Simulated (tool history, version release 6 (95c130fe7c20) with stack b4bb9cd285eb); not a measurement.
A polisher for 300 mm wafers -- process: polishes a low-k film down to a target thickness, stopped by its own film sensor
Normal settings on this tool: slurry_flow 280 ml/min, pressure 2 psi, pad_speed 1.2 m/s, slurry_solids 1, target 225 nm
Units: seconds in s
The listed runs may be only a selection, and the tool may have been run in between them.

run    hour  slurry_flow  pressure  pad_speed  slurry_solids  target  wafers since the last listed run  wafers polished on this pad  hours since the slurry nozzle was cleaned  hours since the head pressure was calibrated  hours since the slurry blender was calibrated  hours since the conditioning disc was replaced  incoming thickness of the incoming film, nm  seconds
  1       0          280         2       1.44              1     225                                 0                         1387                                      368.2                                         434.2                                           61.7                                            71.9                                        273.8     87.7
        6.2  -- slurry nozzle cleaned
  2    53.3          280         2        1.2              1     225                               332                         1719                                       47.1                                         487.5                                            115                                           125.2                                        267.3     87.8
      157.5  -- worn pad replaced by a new one
  3   347.8          280         2        1.2              1     225                              1844                         1208                                      341.6                                           782                                          409.5                                           419.7                                          270     92.3
      357.1  -- conditioning disc replaced and pad reconditioned
      404.9  -- slurry blender recalibrated
  4   412.1          280         2        1.2              1     225                               382                         1591                                      405.9                                         846.3                                            7.2                                              55                                        265.7     85.5
  5   474.8          280         2        1.2           1.15     230                               398                         1989                                      468.6                                           909                                           69.9                                           117.7                                        274.6     89.8
      481.7  -- slurry nozzle cleaned
  6   522.6          280         2        1.2           1.15     230                               297                         2286                                       40.9                                         956.8                                          117.7                                           165.5                                        272.1     85.1
  7   567.9          280         2        1.2           1.15     230                               287                         2574                                       86.2                                        1002.1                                            163                                           210.8                                        274.6     89.6
      631.4  -- worn pad replaced by a new one
  8   659.5          280       2.2        1.2              1     225                               556                          178                                      177.8                                        1093.7                                          254.6                                           302.4                                        274.6     96.6
  9   725.7          280         2        1.2            1.2     225                               420                          599                                        244                                        1159.9                                          320.8                                           368.6                                        272.4     90.9
      769.4  -- conditioning disc replaced and pad reconditioned
 10   772.2          280       2.6        1.2              1     219                               282                          881                                      290.5                                        1206.4                                          367.3                                             2.8                                        270.1       81
      824.1  -- slurry blender recalibrated
 11   870.3          280         2        1.2              1     225                               610                         1492                                      388.6                                        1304.5                                           46.2                                           100.9                                        275.7    107.1
      940.8  -- head pressure recalibrated
      956.7  -- slurry nozzle cleaned
 12  1011.8          280         2        1.2              1     225                               879                         2371                                       55.1                                            71                                          187.7                                           242.4                                        266.1     88.1
 13  1081.4          280         2        1.2           0.75     240                               442                         2813                                      124.7                                         140.6                                          257.3                                             312                                        269.9     71.3
     1102.6  -- worn pad replaced by a new one
 14  1141.1          280       1.4        1.2              1     225                               353                          244                                      184.4                                         200.3                                            317                                           371.7                                        269.2    131.5
 15  1191.3          280       1.6       0.84              1     225                               318                          563                                      234.6                                         250.5                                          367.2                                           421.9                                        267.9    148.3
     1243.3  -- conditioning disc replaced and pad reconditioned
     1251.5  -- slurry blender recalibrated
 16  1266.8          280         2       0.92           1.15     225                               454                         1017                                      310.1                                           326                                           15.3                                            23.5                                          273    120.1
 17  1316.1          280         2       1.36            0.9     225                               313                         1330                                      359.4                                         375.3                                           64.6                                            72.8                                        269.7     89.1
     1337.3  -- slurry nozzle cleaned
 18  1398.8          330       2.4        1.2            0.9     225                               518                         1849                                       61.5                                           458                                          147.3                                           155.5                                          267     74.2
 19    1468          280         2        1.2              1     225                               439                         2289                                      130.7                                         527.2                                          216.5                                           224.7                                        271.9     99.5
 20  1506.4          280       2.6        1.2              1     225                               243                         2532                                      169.1                                         565.6                                          254.9                                           263.1                                        267.5     67.3
 21    1572          280       2.2        1.2              1     230                               416                         2949                                      234.7                                         631.2                                          320.5                                           328.7                                        275.4     84.3
     1590.6  -- worn pad replaced by a new one
 22  1674.1          280       2.3        1.6              1     225                               623                          530                                      336.8                                         733.3                                          422.6                                           430.8                                        266.4     59.4
     1709.2  -- conditioning disc replaced and pad reconditioned
       1714  -- slurry blender recalibrated
 23  1715.3          280         2        1.2              1     225                               236                          766                                        378                                         774.5                                            1.3                                             6.1                                        265.7     85.8
 24  1798.2          280         2        1.2              1     213                               526                         1293                                      460.9                                         857.4                                           84.2                                              89                                        270.9    121.7

What if the next run were any one of these 5? Each begins from the tool's condition after run 24:
  A  1798.7          280         2        1.2              1     225                                 3                         1296                                      461.4                                         857.9                                           84.7                                            89.5                                        266.1        ?
  B  1798.7          280         2       0.84              1     225                                 3                         1296                                      461.4                                         857.9                                           84.7                                            89.5                                        266.1        ?
  C  1798.7          280         2        1.2           1.25     225                                 3                         1296                                      461.4                                         857.9                                           84.7                                            89.5                                        266.1        ?
  D  1798.7          345         2        1.2              1     225                                 3                         1296                                      461.4                                         857.9                                           84.7                                            89.5                                        266.1        ?
  E  1798.7          280       2.3       1.04              1     225                                 3                         1296                                      461.4                                         857.9                                           84.7                                            89.5                                        266.1        ?

run  seconds
  A     86.6
  B    115.2
  C     80.6
  D     85.4
  E     84.4
Take away the tool's hidden state, keep each run's random variation, and the runs would have read:
run  seconds
  A     86.6
  B    115.2
  C     80.6
  D     85.4
  E     84.4
